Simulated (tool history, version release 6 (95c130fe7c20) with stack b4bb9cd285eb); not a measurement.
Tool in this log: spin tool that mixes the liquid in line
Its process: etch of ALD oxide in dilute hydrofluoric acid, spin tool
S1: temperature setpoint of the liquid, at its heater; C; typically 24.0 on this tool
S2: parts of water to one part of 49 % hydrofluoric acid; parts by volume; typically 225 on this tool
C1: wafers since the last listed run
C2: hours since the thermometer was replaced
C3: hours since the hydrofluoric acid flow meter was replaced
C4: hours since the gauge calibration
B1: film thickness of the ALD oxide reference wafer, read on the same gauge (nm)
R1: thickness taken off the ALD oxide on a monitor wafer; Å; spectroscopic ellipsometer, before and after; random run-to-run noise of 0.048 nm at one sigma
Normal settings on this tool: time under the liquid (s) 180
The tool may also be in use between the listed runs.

{"run": 1, "hour": 0.0, "S1": 24.0, "S2": 225, "time under the liquid (s)": 180, "C1": 0, "C2": 1569.9, "C3": 2051.7, "C4": 137.4, "B1": 59.98, "R1": 109.1}
{"run": 2, "hour": 12.9, "S1": 24.0, "S2": 225, "time under the liquid (s)": 180, "C1": 81, "C2": 1582.8, "C3": 2064.6, "C4": 150.3, "B1": 59.99, "R1": 109.6}
{"run": 3, "hour": 19.2, "S1": 24.0, "S2": 145, "time under the liquid (s)": 180, "C1": 39, "C2": 1589.1, "C3": 2070.9, "C4": 156.6, "B1": 59.95, "R1": 185.7}
{"run": 4, "hour": 30.5, "S1": 24.0, "S2": 145, "time under the liquid (s)": 180, "C1": 71, "C2": 1600.4, "C3": 2082.2, "C4": 167.9, "B1": 59.98, "R1": 184.8}
{"run": 5, "hour": 45.3, "S1": 24.0, "S2": 145, "time under the liquid (s)": 180, "C1": 93, "C2": 1615.2, "C3": 2097.0, "C4": 182.7, "B1": 60.01, "R1": 187.0}
{"run": 6, "hour": 52.6, "S1": 24.0, "S2": 290, "time under the liquid (s)": 180, "C1": 46, "C2": 1622.5, "C3": 2104.3, "C4": 190.0, "B1": 59.98, "R1": 78.9}
{"run": 7, "hour": 62.9, "S1": 24.0, "S2": 290, "time under the liquid (s)": 180, "C1": 65, "C2": 1632.8, "C3": 2114.6, "C4": 200.3, "B1": 59.97, "R1": 79.3}
{"run": 8, "hour": 80.3, "S1": 24.0, "S2": 290, "time under the liquid (s)": 180, "C1": 110, "C2": 1650.2, "C3": 2132.0, "C4": 217.7, "B1": 60.01, "R1": 78.7}
{"run": 9, "hour": 92.3, "S1": 24.0, "S2": 265, "time under the liquid (s)": 235, "C1": 75, "C2": 1662.2, "C3": 2144.0, "C4": 229.7, "B1": 60.03, "R1": 116.6}
{"run": 10, "hour": 101.6, "S1": 24.0, "S2": 225, "time under the liquid (s)": 180, "C1": 58, "C2": 1671.5, "C3": 2153.3, "C4": 239.0, "B1": 60.01, "R1": 109.1}
{"run": 11, "hour": 115.2, "S1": 24.0, "S2": 225, "time under the liquid (s)": 180, "C1": 86, "C2": 1685.1, "C3": 2166.9, "C4": 252.6, "B1": 60.0, "R1": 108.8}
{"run": 12, "hour": 123.8, "S1": 24.0, "S2": 225, "time under the liquid (s)": 180, "C1": 54, "C2": 1693.7, "C3": 2175.5, "C4": 261.2, "B1": 60.01, "R1": 109.3}
{"hour": 138.5, "done": "hydrofluoric acid flow meter replaced"}
{"hour": 139.1, "done": "gauge calibrated"}
{"run": 13, "hour": 140.7, "S1": 24.0, "S2": 225, "time under the liquid (s)": 265, "C1": 100, "C2": 1710.6, "C3": 2.2, "C4": 1.6, "B1": 60.0, "R1": 161.6}
{"run": 14, "hour": 158.6, "S1": 24.0, "S2": 225, "time under the liquid (s)": 265, "C1": 113, "C2": 1728.5, "C3": 20.1, "C4": 19.5, "B1": 59.98, "R1": 162.0}
{"run": 15, "hour": 171.2, "S1": 24.0, "S2": 225, "time under the liquid (s)": 265, "C1": 79, "C2": 1741.1, "C3": 32.7, "C4": 32.1, "B1": 59.98, "R1": 161.8}
{"run": 16, "hour": 189.2, "S1": 28.0, "S2": 225, "time under the liquid (s)": 180, "C1": 113, "C2": 1759.1, "C3": 50.7, "C4": 50.1, "B1": 59.99, "R1": 126.1}
{"run": 17, "hour": 200.1, "S1": 25.5, "S2": 170, "time under the liquid (s)": 180, "C1": 69, "C2": 1770.0, "C3": 61.6, "C4": 61.0, "B1": 60.03, "R1": 164.1}
{"run": 18, "hour": 209.7, "S1": 22.5, "S2": 225, "time under the liquid (s)": 225, "C1": 60, "C2": 1779.6, "C3": 71.2, "C4": 70.6, "B1": 59.97, "R1": 130.0}
{"run": 19, "hour": 217.8, "S1": 27.0, "S2": 225, "time under the liquid (s)": 130, "C1": 51, "C2": 1787.7, "C3": 79.3, "C4": 78.7, "B1": 60.0, "R1": 88.4}
{"run": 20, "hour": 228.5, "S1": 26.5, "S2": 225, "time under the liquid (s)": 90, "C1": 67, "C2": 1798.4, "C3": 90.0, "C4": 89.4, "B1": 60.01, "R1": 59.9}
{"run": 21, "hour": 235.9, "S1": 20.5, "S2": 195, "time under the liquid (s)": 125, "C1": 46, "C2": 1805.8, "C3": 97.4, "C4": 96.8, "B1": 60.02, "R1": 80.3}
{"hour": 239.5, "done": "thermometer replaced"}
{"run": 22, "hour": 242.9, "S1": 24.0, "S2": 225, "time under the liquid (s)": 180, "C1": 37, "C2": 3.4, "C3": 104.4, "C4": 103.8, "B1": 59.96, "R1": 100.2}
{"run": 23, "hour": 255.2, "S1": 24.0, "S2": 225, "time under the liquid (s)": 180, "C1": 77, "C2": 15.7, "C3": 116.7, "C4": 116.1, "B1": 59.99, "R1": 100.8}
{"run": 24, "hour": 264.0, "S1": 24.0, "S2": 225, "time under the liquid (s)": 85, "C1": 55, "C2": 24.5, "C3": 125.5, "C4": 124.9, "B1": 59.98, "R1": 47.6}
{"run": 25, "hour": 276.9, "S1": 24.0, "S2": 225, "time under the liquid (s)": 210, "C1": 81, "C2": 37.4, "C3": 138.4, "C4": 137.8, "B1": 59.97, "R1": 118.3}
{"run": 26, "hour": 284.2, "S1": 24.0, "S2": 225, "time under the liquid (s)": 180, "C1": 46, "C2": 44.7, "C3": 145.7, "C4": 145.1, "B1": 60.0, "R1": 100.6}
{"run": 27, "hour": 299.1, "S1": 19.5, "S2": 155, "time under the liquid (s)": 180, "C1": 94, "C2": 59.6, "C3": 160.6, "C4": 160.0, "B1": 60.03, "R1": 132.3}
{"run": 28, "hour": 306.7, "S1": 29.0, "S2": 175, "time under the liquid (s)": 235, "C1": 48, "C2": 67.2, "C3": 168.2, "C4": 167.6, "B1": 59.99, "R1": 213.2}
{"run": 29, "hour": 319.5, "S1": 24.0, "S2": 225, "time under the liquid (s)": 180, "C1": 81, "C2": 80.0, "C3": 181.0, "C4": 180.4, "B1": 60.0, "R1": 101.4}
{"run": 30, "hour": 334.2, "S1": 22.5, "S2": 270, "time under the liquid (s)": 95, "C1": 93, "C2": 94.7, "C3": 195.7, "C4": 195.1, "B1": 59.99, "R1": 40.4}

A few steps of R1 between consecutive runs. Split each: what settings, incoming material and random variation would produce without the hidden state, and what is left over for the hidden state, along with gauge scatter present in only one of the two compared results (measured, and without hidden state):
Unlogged tool condition in this case: liquid hotter than its thermometer reads (K); hydrofluoric acid flow below the setpoint (%); gauge reads high (%).
Run 2 -> 3: S2 225 -> 145. R1 +76.1 Å: hidden state +7.6, all else +68.5.
Run 5 -> 6: S2 145 -> 290. R1 -108.1 Å: hidden state -10.8, all else -97.3.
Run 21 -> 22: S1 20.5 -> 24.0, S2 195 -> 225, time under the liquid (s) 125 -> 180, thermometer replaced. R1 +19.9 Å: hidden state -7.3, all else +27.2.
Run 27 -> 28: S1 19.5 -> 29.0, S2 155 -> 175, time under the liquid (s) 180 -> 235. R1 +80.9 Å: hidden state +0.9, all else +80.0.
Run 28 -> 29: S1 29.0 -> 24.0, S2 175 -> 225, time under the liquid (s) 235 -> 180. R1 -111.8 Å: hidden state -1.4, all else -110.4.
